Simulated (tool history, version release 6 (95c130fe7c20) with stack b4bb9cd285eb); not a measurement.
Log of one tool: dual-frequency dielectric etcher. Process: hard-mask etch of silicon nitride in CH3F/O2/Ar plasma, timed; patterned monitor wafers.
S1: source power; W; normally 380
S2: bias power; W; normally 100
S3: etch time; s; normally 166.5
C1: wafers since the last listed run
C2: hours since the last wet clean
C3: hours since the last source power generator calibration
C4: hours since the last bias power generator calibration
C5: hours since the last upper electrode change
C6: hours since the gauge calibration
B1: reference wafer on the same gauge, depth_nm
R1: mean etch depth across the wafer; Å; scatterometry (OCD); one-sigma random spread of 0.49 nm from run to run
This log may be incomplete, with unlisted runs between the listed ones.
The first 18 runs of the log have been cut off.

{"run": 19, "hour": 255.0, "S1": 380, "S2": 100, "S3": 166.5, "C1": 70, "C2": 182.3, "C3": 181.7, "C4": 299.5, "C5": 269.2, "C6": 195.3, "B1": 111.1, "R1": 1244}
{"run": 20, "hour": 289.1, "S1": 320, "S2": 117, "S3": 137.5, "C1": 297, "C2": 216.4, "C3": 215.8, "C4": 333.6, "C5": 303.3, "C6": 229.4, "B1": 111.0, "R1": 1051}
{"run": 21, "hour": 304.9, "S1": 380, "S2": 100, "S3": 166.5, "C1": 137, "C2": 232.2, "C3": 231.6, "C4": 349.4, "C5": 319.1, "C6": 245.2, "B1": 111.2, "R1": 1247}
{"run": 22, "hour": 336.6, "S1": 380, "S2": 79, "S3": 122.0, "C1": 276, "C2": 263.9, "C3": 263.3, "C4": 381.1, "C5": 350.8, "C6": 276.9, "B1": 110.9, "R1": 832}
{"run": 23, "hour": 348.2, "S1": 380, "S2": 117, "S3": 136.5, "C1": 101, "C2": 275.5, "C3": 274.9, "C4": 392.7, "C5": 362.4, "C6": 288.5, "B1": 111.2, "R1": 1104}
{"run": 24, "hour": 359.0, "S1": 380, "S2": 100, "S3": 166.5, "C1": 94, "C2": 286.3, "C3": 285.7, "C4": 403.5, "C5": 373.2, "C6": 299.3, "B1": 111.0, "R1": 1264}
{"run": 25, "hour": 369.8, "S1": 330, "S2": 110, "S3": 151.5, "C1": 94, "C2": 297.1, "C3": 296.5, "C4": 414.3, "C5": 384.0, "C6": 310.1, "B1": 111.1, "R1": 1143}
{"run": 26, "hour": 382.8, "S1": 300, "S2": 124, "S3": 166.5, "C1": 113, "C2": 310.1, "C3": 309.5, "C4": 427.3, "C5": 397.0, "C6": 323.1, "B1": 110.9, "R1": 1294}
{"run": 27, "hour": 392.9, "S1": 380, "S2": 100, "S3": 166.5, "C1": 88, "C2": 320.2, "C3": 319.6, "C4": 437.4, "C5": 407.1, "C6": 333.2, "B1": 110.9, "R1": 1270}
{"run": 28, "hour": 399.8, "S1": 380, "S2": 122, "S3": 166.5, "C1": 60, "C2": 327.1, "C3": 326.5, "C4": 444.3, "C5": 414.0, "C6": 340.1, "B1": 110.9, "R1": 1390}
{"run": 29, "hour": 410.1, "S1": 320, "S2": 86, "S3": 166.5, "C1": 89, "C2": 337.4, "C3": 336.8, "C4": 454.6, "C5": 424.3, "C6": 350.4, "B1": 110.9, "R1": 1113}
{"run": 30, "hour": 418.1, "S1": 380, "S2": 82, "S3": 133.5, "C1": 69, "C2": 345.4, "C3": 344.8, "C4": 462.6, "C5": 432.3, "C6": 358.4, "B1": 111.0, "R1": 929}
{"run": 31, "hour": 426.3, "S1": 380, "S2": 100, "S3": 166.5, "C1": 71, "C2": 353.6, "C3": 353.0, "C4": 470.8, "C5": 440.5, "C6": 366.6, "B1": 110.9, "R1": 1272}

Consider 3 possible next runs. They are alternatives, not a sequence: every one starts from the tool as it was left by run 31. What does each give?
{"run": "A", "hour": 426.8, "S1": 380, "S2": 100, "S3": 166.5, "C1": 4, "C2": 354.1, "C3": 353.5, "C4": 471.3, "C5": 441.0, "C6": 367.1, "B1": "?", "R1": "?"}
{"run": "B", "hour": 426.8, "S1": 380, "S2": 100, "S3": 147.0, "C1": 4, "C2": 354.1, "C3": 353.5, "C4": 471.3, "C5": 441.0, "C6": 367.1, "B1": "?", "R1": "?"}
{"run": "C", "hour": 426.8, "S1": 380, "S2": 77, "S3": 182.0, "C1": 4, "C2": 354.1, "C3": 353.5, "C4": 471.3, "C5": 441.0, "C6": 367.1, "B1": "?", "R1": "?"}

run=A B1=111.2 R1=1269
run=B B1=111.2 R1=1120
run=C B1=111.2 R1=1230
The same runs, with their run-to-run variation unchanged, on a tool lacking any hidden condition would have given:
run=A R1=1239
run=B R1=1094
run=C R1=1201

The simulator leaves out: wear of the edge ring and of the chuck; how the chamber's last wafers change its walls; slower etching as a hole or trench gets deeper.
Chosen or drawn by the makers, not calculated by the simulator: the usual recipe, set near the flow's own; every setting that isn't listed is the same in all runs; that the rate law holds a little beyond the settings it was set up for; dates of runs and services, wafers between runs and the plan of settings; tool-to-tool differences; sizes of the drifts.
